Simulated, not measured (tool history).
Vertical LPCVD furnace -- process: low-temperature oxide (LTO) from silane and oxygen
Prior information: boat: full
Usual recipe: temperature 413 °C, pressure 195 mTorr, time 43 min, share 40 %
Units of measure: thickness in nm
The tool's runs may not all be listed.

run   hour  temperature  pressure  time  share  wafers since the last listed run  hours since the last temperature calibration  hours since the pressure gauge was zeroed  hours since the silane flow controller was replaced  hours since the gauge calibration  read-back reference wafer on the same gauge, thickness  thickness
  1      0          413       195    43     40                                 0                                          1547                                     3185.3                                                 2373                              107.2                                                  369.87      445.5
  2   12.2          413       195    43     40                               174                                        1559.2                                     3197.5                                               2385.2                              119.4                                                  370.08     444.52
  3   20.2          413       195    43     40                               114                                        1567.2                                     3205.5                                               2393.2                              127.4                                                  370.07     445.52
  4   34.1          413       195    43     40                               198                                        1581.1                                     3219.4                                               2407.1                              141.3                                                  369.99     444.89
  5     41          413       195    43     40                                98                                          1588                                     3226.3                                                 2414                              148.2                                                  369.79      446.4
  6   57.8          413       195    43     40                               240                                        1604.8                                     3243.1                                               2430.8                                165                                                  370.01     445.79
  7   74.1          413       195    43     40                               233                                        1621.1                                     3259.4                                               2447.1                              181.3                                                  370.12     447.08
  8     89          413       155  38.5     40                               213                                          1636                                     3274.3                                                 2462                              196.2                                                  369.88      317.4
  9    104          413       155  38.5     40                               214                                          1651                                     3289.3                                                 2477                              211.2                                                  369.92     318.93
 10  119.2          413       155  38.5     40                               217                                        1666.2                                     3304.5                                               2492.2                              226.4                                                  369.94     318.69
 11  136.4          413       180    43     40                               246                                        1683.4                                     3321.7                                               2509.4                              243.6                                                  369.93     413.07
     160.7  -- silane flow controller replaced
 12  161.2          413       150    43     40                                11                                        1708.2                                     3346.5                                                  0.5                              268.4                                                  369.99     342.75
 13    165          413       195    43     40                                54                                          1712                                     3350.3                                                  4.3                              272.2                                                     370     446.97
     190.8  -- thermocouples replaced and temperature profile calibrated
 14  191.3          422       195    43     35                                32                                           0.5                                     3376.6                                                 30.6                              298.5                                                     370     400.67
     234.3  -- pressure gauge zeroed
 15  234.8          417       195    43     40                               279                                            44                                        0.5                                                 74.1                                342                                                  369.98     447.32
 16  238.6          413       195    43     40                                54                                          47.8                                        4.3                                                 77.9                              345.8                                                  369.91     429.87
     239.2  -- gauge calibrated
 17  251.4          413       195    43     40                               183                                          60.6                                       17.1                                                 90.7                               12.2                                                  369.93      429.8
 18  259.3          413       195    43     40                               113                                          68.5                                         25                                                 98.6                               20.1                                                  370.01     429.53
 19  266.5          413       195  36.5     40                               103                                          75.7                                       32.2                                                105.8                               27.3                                                  369.95     365.28
 20  273.8          420       220  53.5     40                               104                                            83                                       39.5                                                113.1                               34.6                                                  370.18      649.5
 21  310.6          413       220  50.5     40                               526                                         119.8                                       76.3                                                149.9                               71.4                                                  370.08     569.73
 22  323.4          406       195    55     34                               183                                         132.6                                       89.1                                                162.7                               84.2                                                  369.83     416.94

The tool's hidden state at each run:
true pressure minus gauge reading, mTorr: 0 on each run
deviation of the silane flow from its setpoint, %: 0 on each run
gauge reads high (%): 0 on each run
H1: true tube temperature minus thermocouple reading, K
run     H1
  1   4.35
  2   4.38
  3    4.4
  4   4.44
  5   4.46
  6    4.5
  7   4.54
  8   4.58
  9   4.62
 10   4.66
 11    4.7
 12   4.77
 13   4.78
 14  0.612
 15  0.725
 16  0.735
 17  0.768
 18  0.789
 19  0.808
 20  0.827
 21  0.922
 22  0.955

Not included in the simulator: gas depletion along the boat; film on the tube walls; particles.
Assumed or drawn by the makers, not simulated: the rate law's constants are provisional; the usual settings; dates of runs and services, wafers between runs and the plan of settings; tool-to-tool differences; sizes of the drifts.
